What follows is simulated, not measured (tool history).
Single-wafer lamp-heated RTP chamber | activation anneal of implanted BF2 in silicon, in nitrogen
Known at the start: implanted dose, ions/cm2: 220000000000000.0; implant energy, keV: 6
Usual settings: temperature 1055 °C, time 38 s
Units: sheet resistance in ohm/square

| run | hour | temperature | time | wafers since the last listed run | wafers since the last pyrometer calibration | wafers since the reflector plate was cleaned | hours since the gauge calibration | read-back reference wafer on the same gauge, sheet resistance | sheet resistance |
|---|---|---|---|---|---|---|---|---|---|
| 1 | 0 | 1067 | 28 | 0 | 1014 | 1014 | 149.9 | 458.22 | 541.27 |
| 2 | 27.3 | 1067 | 28 | 353 | 1367 | 1367 | 177.2 | 457.9 | 542.35 |
| 3 | 44.3 | 1055 | 38 | 220 | 1588 | 1588 | 194.2 | 458.25 | 538.71 |
| 4 | 71.6 | 1055 | 38 | 353 | 1941 | 1941 | 221.5 | 457.82 | 537.9 |
|  | 99.4 | pyrometer window cleaned and pyrometer calibrated |
| 5 | 99.9 | 1055 | 38 | 262 | 6 | 2204 | 249.8 | 457.84 | 540.51 |
| 6 | 109.1 | 1046 | 38 | 119 | 125 | 2323 | 259 | 458.14 | 549.12 |
| 7 | 140.9 | 1046 | 38 | 411 | 537 | 2735 | 290.8 | 458.12 | 546.67 |
| 8 | 227.5 | 1055 | 21 | 1121 | 1658 | 3856 | 377.4 | 458.09 | 556.28 |
| 9 | 260.5 | 1055 | 55 | 427 | 2085 | 4283 | 410.4 | 457.99 | 525.08 |
|  | 271.1 | pyrometer window cleaned and pyrometer calibrated |
| 10 | 289.9 | 1055 | 55 | 277 | 243 | 4560 | 439.8 | 457.74 | 528.02 |
| 11 | 305.2 | 1069 | 38 | 198 | 441 | 4758 | 455.1 | 458.02 | 530.28 |
|  | 322.9 | gauge calibrated |
| 12 | 334.3 | 1055 | 38 | 376 | 818 | 5135 | 11.4 | 457.83 | 537.34 |
| 13 | 356.4 | 1055 | 38 | 286 | 1104 | 5421 | 33.5 | 457.94 | 539.93 |
| 14 | 389.2 | 1033 | 51 | 424 | 1529 | 5845 | 66.3 | 458.06 | 543.12 |
| 15 | 403.8 | 1068 | 38 | 189 | 1718 | 6034 | 80.9 | 457.92 | 526.65 |
| 16 | 420.4 | 1055 | 60 | 214 | 1933 | 6249 | 97.5 | 457.93 | 519.93 |
|  | 435.7 | pyrometer window cleaned and pyrometer calibrated |
| 17 | 440.8 | 1055 | 38 | 160 | 65 | 6410 | 117.9 | 457.95 | 539.8 |
| 18 | 478.6 | 1055 | 38 | 489 | 554 | 6899 | 155.7 | 458.22 | 537.87 |
| 19 | 496.4 | 1077 | 24 | 230 | 785 | 7129 | 173.5 | 457.93 | 535.83 |
|  | 552.3 | reflector plate cleaned |
| 20 | 577.4 | 1055 | 38 | 945 | 1730 | 325 | 254.5 | 457.89 | 539.98 |
| 21 | 589.4 | 1055 | 38 | 155 | 1885 | 480 | 266.5 | 457.95 | 539.24 |
|  | 602.2 | pyrometer window cleaned and pyrometer calibrated |
| 22 | 604.7 | 1069 | 49 | 94 | 32 | 575 | 281.8 | 457.75 | 524.64 |
| 23 | 639.4 | 1072 | 59 | 449 | 481 | 1024 | 316.5 | 458.03 | 516.37 |
| 24 | 746.4 | 1028 | 30 | 1385 | 1866 | 2409 | 423.5 | 458.24 | 565.64 |
|  | 768 | pyrometer window cleaned and pyrometer calibrated |
|  | 769.6 | gauge calibrated |
| 25 | 796.3 | 1073 | 50 | 542 | 366 | 2952 | 26.7 | 457.87 | 517.57 |
| 26 | 822.5 | 1085 | 38 | 339 | 705 | 3291 | 52.9 | 457.82 | 517.56 |
| 27 | 855.2 | 1066 | 54 | 423 | 1129 | 3714 | 85.6 | 458.17 | 521.49 |

3 ways to go on from here, each from the tool as it stands after run 27. What would each give?
| A | 855.6 | 1055 | 38 | 5 | 1134 | 3719 | 86 | ? | ? |
| B | 855.6 | 1080 | 47 | 5 | 1134 | 3719 | 86 | ? | ? |
| C | 855.6 | 1063 | 54 | 5 | 1134 | 3719 | 86 | ? | ? |

| run | read-back reference wafer on the same gauge, sheet resistance | sheet resistance |
|---|---|---|
| A | 458.18 | 538.95 |
| B | 458.18 | 513.08 |
| C | 458.18 | 521.28 |
Without the tool's hidden state the same runs would have given:
| run | sheet resistance |
|---|---|
| A | 544.1 |
| B | 518.49 |
| C | 526.9 |
